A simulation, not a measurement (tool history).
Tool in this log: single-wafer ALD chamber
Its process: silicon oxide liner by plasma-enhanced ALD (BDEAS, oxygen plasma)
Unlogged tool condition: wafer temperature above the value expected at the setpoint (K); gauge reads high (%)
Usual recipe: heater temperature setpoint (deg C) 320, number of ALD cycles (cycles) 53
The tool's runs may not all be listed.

run,hour,heater temperature setpoint (deg C),number of ALD cycles (cycles),wafers since the last listed run,hours since the last thermocouple change,hours since the gauge calibration,"read-back reference wafer on the same gauge, thickness_nm",mean film thickness on the monitor wafer (Å)
1,0,315,53,0,302.7,163.4,5.042,48.4
2,65.6,320,48,276,368.3,229,5.072,43.64
3,115.1,320,48,208,417.8,278.5,5.072,44.12
4,175.5,320,48,254,478.2,338.9,5.093,44.07
5,222.1,320,53,196,524.8,385.5,5.111,48.53
6,254.7,320,53,137,557.4,418.1,5.105,48.77
7,312,320,53,241,614.7,475.4,5.129,48.89
8,378.9,320,53,281,681.6,542.3,5.135,48.79
9,445.7,320,53,281,748.4,609.1,5.137,48.9
10,485,324,53,165,787.7,648.4,5.143,49.3
11,528,324,53,181,830.7,691.4,5.149,48.54
12,583.1,313,53,231,885.8,746.5,5.156,49.91
13,644.3,313,53,257,947,807.7,5.17,49.61
14,671.8,313,53,115,974.5,835.2,5.167,49.6
15,717.8,320,53,193,1020.5,881.2,5.171,49.29
16,753.4,320,53,149,1056.1,916.8,5.162,48.99
17,805.8,320,53,220,1108.5,969.2,5.183,49.09
18,842.6,328,56,154,1145.3,1006,5.183,51.59
19,922.5,328,56,336,1225.2,1085.9,5.176,51.81
20,953.6,328,56,130,1256.3,1117,5.184,51.68
21,1017.3,327,53,268,1320,1180.7,5.191,48.9
22,1044.9,327,53,116,1347.6,1208.3,5.194,49.23
23,1105.9,320,53,256,1408.6,1269.3,5.186,49.1
24,1130.9,328,58,105,1433.6,1294.3,5.194,53.55
25,1158.8,320,53,117,1461.5,1322.2,5.187,49.51
26,1189.6,327,45,129,1492.3,1353,5.198,41.53
# hour 1208.4: gauge calibrated
27,1226.5,331,59,155,1529.2,18.1,4.957,52.27
28,1258.2,320,53,133,1560.9,49.8,4.977,47.64
29,1321.8,333,53,267,1624.5,113.4,4.992,46.92
# hour 1365: thermocouple changed; heater temperature recalibrated
30,1385.9,320,53,236,20.9,177.5,5.022,48.03
31,1451.2,308,44,274,86.2,242.8,5.035,40.56
32,1522.7,325,53,300,157.7,314.3,5.057,47.74
33,1577.8,333,60,231,212.8,369.4,5.065,53.7
34,1642.8,312,59,273,277.8,434.4,5.082,54.56
35,1681.8,334,63,164,316.8,473.4,5.087,56.86
36,1726.5,327,62,188,361.5,518.1,5.103,55.97

What will run 37 give?
37,1764.4,330,49,159,399.4,556,?,?

For run 37 the tool returned read-back reference wafer on the same gauge, thickness_nm 5.109, mean film thickness on the monitor wafer (Å) 44.45.
Without the tool's hidden state the same run would have given mean film thickness on the monitor wafer (Å) 43.18.
